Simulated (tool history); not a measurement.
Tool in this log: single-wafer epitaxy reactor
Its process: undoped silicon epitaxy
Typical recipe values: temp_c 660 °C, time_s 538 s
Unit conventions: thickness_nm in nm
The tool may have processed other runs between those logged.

run,day,temp_c,time_s,wafers since the last listed run,hours since the last pyrometer calibration,hours since the gauge calibration,"read-back reference wafer on the same gauge, thickness_nm",thickness_nm
1,0.000,660,538,0,2440.0,193.3,115.044,112.818
2,0.908,660,538,74,2461.8,215.1,114.861,111.523
3,1.408,660,538,41,2473.8,227.1,114.904,111.978
4,2.021,660,538,50,2488.5,241.8,114.926,111.515
5,2.850,660,538,68,2508.4,261.7,115.103,113.499
6,3.962,660,513,91,2535.1,288.4,115.022,105.739
7,4.975,666,569,83,2559.4,312.7,115.071,131.914
8,6.400,666,569,116,2593.6,346.9,115.011,132.036
9,7.758,666,569,111,2626.2,379.5,114.981,133.390
10,9.250,660,538,122,2662.0,415.3,115.120,110.510
11,10.029,660,538,63,2680.7,434.0,114.943,111.085
12,11.504,669,538,121,2716.1,469.4,114.898,132.966
13,12.367,669,538,70,2736.8,490.1,115.110,132.740
14,13.600,669,538,101,2766.4,519.7,114.990,131.955
15,15.967,660,538,194,2823.2,576.5,114.874,109.715
16,17.446,660,538,121,2858.7,612.0,114.949,110.438
17,18.192,660,538,61,2876.6,629.9,114.961,109.468
18,18.975,660,538,64,2895.4,648.7,115.005,109.791
19,19.550,660,538,47,2909.2,662.5,114.950,110.371
20,20.412,660,538,70,2929.9,683.2,114.974,109.425
21,21.171,666,482,62,2948.1,701.4,114.986,110.735
22,22.479,660,494,107,2979.5,732.8,115.009,101.172
23,23.950,670,577,120,3014.8,768.1,114.990,141.804
24,24.733,655,459,64,3033.6,786.9,115.055,84.565
25,25.517,660,538,64,3052.4,805.7,114.974,108.594
# day 25.646: gauge calibrated
26,26.858,660,538,110,3084.6,29.1,115.051,108.680
27,27.596,666,538,60,3102.3,46.8,115.110,122.657

Expected results for the next run?
28,28.692,660,574,89,3128.6,73.1,?,?

read-back reference wafer on the same gauge, thickness_nm: 114.931
thickness_nm: 115.479 nm
On a tool with no hidden condition, and with the same random variation, this run would have come out at thickness_nm 126.371 nm.
